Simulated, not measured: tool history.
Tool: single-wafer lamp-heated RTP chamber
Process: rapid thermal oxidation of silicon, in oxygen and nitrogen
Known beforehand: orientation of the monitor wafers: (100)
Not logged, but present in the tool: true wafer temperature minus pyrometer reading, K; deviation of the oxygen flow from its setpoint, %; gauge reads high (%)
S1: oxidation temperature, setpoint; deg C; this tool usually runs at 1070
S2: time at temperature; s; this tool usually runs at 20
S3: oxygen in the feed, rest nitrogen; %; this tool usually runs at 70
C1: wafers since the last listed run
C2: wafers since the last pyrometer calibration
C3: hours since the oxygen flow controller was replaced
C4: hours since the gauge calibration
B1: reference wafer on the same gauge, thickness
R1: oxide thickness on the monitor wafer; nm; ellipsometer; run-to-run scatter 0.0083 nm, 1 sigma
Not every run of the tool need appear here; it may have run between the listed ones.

run,day,S1,S2,S3,C1,C2,C3,C4,B1,R1
1,0.000,1080,23,70,0,2402,5514.7,1058.3,5.871,6.284
2,4.275,1070,20,70,899,3301,5617.3,1160.9,5.870,5.551
3,8.642,1070,26,70,918,4220,5722.1,1265.7,5.872,6.215
4,10.958,1070,20,70,487,4707,5777.7,1321.3,5.870,5.572
5,15.054,1070,20,70,861,5569,5876.0,1419.6,5.868,5.577
6,18.233,1070,20,70,668,6237,5952.3,1495.9,5.870,5.585
7,21.121,1070,20,70,607,6845,6021.6,1565.2,5.870,5.591
8,22.842,1070,20,70,362,7207,6062.9,1606.5,5.871,5.604
9,24.933,1070,20,70,440,7647,6113.1,1656.7,5.869,5.599
# day 30.304: gauge calibrated
# day 34.004: oxygen flow controller replaced
# day 35.433: pyrometer window cleaned and pyrometer calibrated
10,36.842,1070,20,54,2364,296,68.1,156.9,5.870,5.065
11,40.079,1070,20,70,681,977,145.8,234.6,5.870,5.561
12,48.596,1070,20,70,1791,2769,350.2,439.0,5.871,5.547
13,51.988,1070,20,70,713,3482,431.6,520.4,5.869,5.554
14,53.762,1089,17,50,373,3856,474.2,563.0,5.870,5.237
15,57.350,1070,25,70,754,4610,560.3,649.1,5.869,6.097
16,60.617,1088,12,70,687,5298,638.7,727.5,5.869,5.111
17,62.683,1070,20,70,434,5732,688.3,777.1,5.869,5.569
18,65.033,1057,13,93,494,6227,744.7,833.5,5.871,4.774
19,67.771,1058,23,79,575,6803,810.4,899.2,5.870,5.710
20,70.725,1050,12,52,621,7424,881.3,970.1,5.871,3.695

Forecast each of these 3 alternatives for the next run:
A,70.746,1070,20,70,4,7429,881.8,970.6,?,?
B,70.746,1080,13,57,4,7429,881.8,970.6,?,?
C,70.746,1041,20,70,4,7429,881.8,970.6,?,?

run,B1,R1
A,5.871,5.615
B,5.871,4.708
C,5.871,4.642
The same runs, with their run-to-run variation unchanged, on a tool lacking any hidden condition would have given:
run,R1
A,5.563
B,4.666
C,4.598
